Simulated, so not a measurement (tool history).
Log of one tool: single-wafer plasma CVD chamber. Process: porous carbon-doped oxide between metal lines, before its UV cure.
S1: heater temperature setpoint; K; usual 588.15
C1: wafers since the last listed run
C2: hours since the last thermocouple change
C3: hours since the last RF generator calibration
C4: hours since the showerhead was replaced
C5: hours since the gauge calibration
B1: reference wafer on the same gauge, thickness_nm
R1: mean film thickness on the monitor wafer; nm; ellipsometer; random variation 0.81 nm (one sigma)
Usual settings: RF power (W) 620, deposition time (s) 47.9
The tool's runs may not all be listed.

Run 1, hour 0.0: usual settings; C1 0; C2 993.7; C3 1339.6; C4 4150.6; C5 274.7; B1 238.196. Result: R1 280.884 nm.
Run 2, hour 89.5: usual settings; C1 2181; C2 1083.2; C3 1429.1; C4 4240.1; C5 364.2; B1 237.620. Result: R1 279.854 nm.
Run 3, hour 172.7: usual settings; C1 2027; C2 1166.4; C3 1512.3; C4 4323.3; C5 447.4; B1 238.055. Result: R1 280.538 nm.
Run 4, hour 214.2: usual settings; C1 1011; C2 1207.9; C3 1553.8; C4 4364.8; C5 488.9; B1 237.988. Result: R1 281.450 nm.
Run 5, hour 269.8: usual settings; C1 1355; C2 1263.5; C3 1609.4; C4 4420.4; C5 544.5; B1 237.859. Result: R1 279.541 nm.
Run 6, hour 335.6: usual settings; C1 1603; C2 1329.3; C3 1675.2; C4 4486.2; C5 610.3; B1 237.787. Result: R1 279.802 nm.
Run 7, hour 423.8: usual settings; C1 2149; C2 1417.5; C3 1763.4; C4 4574.4; C5 698.5; B1 237.840. Result: R1 278.325 nm.
Run 8, hour 461.0: usual settings; C1 906; C2 1454.7; C3 1800.6; C4 4611.6; C5 735.7; B1 237.951. Result: R1 278.937 nm.
Run 9, hour 544.9: usual settings; C1 2044; C2 1538.6; C3 1884.5; C4 4695.5; C5 819.6; B1 237.995. Result: R1 278.727 nm.
Run 10, hour 592.2: usual settings but S1 581.15 K, RF power (W) 555; C1 1152; C2 1585.9; C3 1931.8; C4 4742.8; C5 866.9; B1 238.123. Result: R1 271.692 nm.
Run 11, hour 630.8: usual settings; C1 940; C2 1624.5; C3 1970.4; C4 4781.4; C5 905.5; B1 238.163. Result: R1 278.811 nm.
Run 12, hour 669.5: usual settings but S1 599.15 K, RF power (W) 660, deposition time (s) 55.5; C1 943; C2 1663.2; C3 2009.1; C4 4820.1; C5 944.2; B1 237.836. Result: R1 314.660 nm.
Run 13, hour 706.4: usual settings but RF power (W) 675, deposition time (s) 50.9; C1 899; C2 1700.1; C3 2046.0; C4 4857.0; C5 981.1; B1 238.019. Result: R1 312.073 nm.
At hour 763.5: RF generator calibrated.
Run 14, hour 791.9: usual settings but S1 579.15 K, RF power (W) 730, deposition time (s) 39.6; C1 1888; C2 1785.6; C3 28.4; C4 4942.5; C5 1066.6; B1 237.992. Result: R1 280.589 nm.
Run 15, hour 855.0: usual settings; C1 1537; C2 1848.7; C3 91.5; C4 5005.6; C5 1129.7; B1 237.699. Result: R1 286.999 nm.
At hour 870.8: gauge calibrated.
Run 16, hour 951.3: usual settings but RF power (W) 740; C1 2347; C2 1945.0; C3 187.8; C4 5101.9; C5 80.5; B1 238.072. Result: R1 321.059 nm.
Run 17, hour 1018.7: usual settings but S1 577.15 K, RF power (W) 540, deposition time (s) 42.4; C1 1642; C2 2012.4; C3 255.2; C4 5169.3; C5 147.9; B1 238.119. Result: R1 248.476 nm.
At hour 1043.2: showerhead replaced.
At hour 1098.0: thermocouple changed; heater temperature recalibrated.
Run 18, hour 1300.9: usual settings but S1 601.15 K, RF power (W) 710; C1 6488; C2 202.9; C3 537.4; C4 257.7; C5 430.1; B1 237.937. Result: R1 281.453 nm.
Run 19, hour 1345.5: usual settings but S1 576.15 K; C1 1087; C2 247.5; C3 582.0; C4 302.3; C5 474.7; B1 238.167. Result: R1 299.045 nm.
Run 20, hour 1397.7: usual settings but deposition time (s) 41.6; C1 1272; C2 299.7; C3 634.2; C4 354.5; C5 526.9; B1 238.380. Result: R1 242.451 nm.
Run 21, hour 1482.5: usual settings but S1 583.15 K, deposition time (s) 53.1; C1 2066; C2 384.5; C3 719.0; C4 439.3; C5 611.7; B1 238.286. Result: R1 317.564 nm.
Run 22, hour 1553.9: usual settings but S1 577.15 K, RF power (W) 540, deposition time (s) 42.4; C1 1740; C2 455.9; C3 790.4; C4 510.7; C5 683.1; B1 237.886. Result: R1 241.479 nm.

Forecast each of these 4 alternatives for the next run:
Run A, hour 1554.3: usual settings; C1 9; C2 456.3; C3 790.8; C4 511.1; C5 683.5; B1 ?. Result: R1 ?.
Run B, hour 1554.3: usual settings but S1 576.15 K, RF power (W) 695, deposition time (s) 40.9; C1 9; C2 456.3; C3 790.8; C4 511.1; C5 683.5; B1 ?. Result: R1 ?.
Run C, hour 1554.3: usual settings but RF power (W) 710, deposition time (s) 54.1; C1 9; C2 456.3; C3 790.8; C4 511.1; C5 683.5; B1 ?. Result: R1 ?.
Run D, hour 1554.3: usual settings but RF power (W) 535, deposition time (s) 51.9; C1 9; C2 456.3; C3 790.8; C4 511.1; C5 683.5; B1 ?. Result: R1 ?.

run       B1       R1
  A  237.969  280.002
  B  237.969  278.750
  C  237.969  344.449
  D  237.969  274.872
Without the tool's hidden state the same runs would have given:
run       R1
  A  280.147
  B  278.363
  C  344.531
  D  275.119
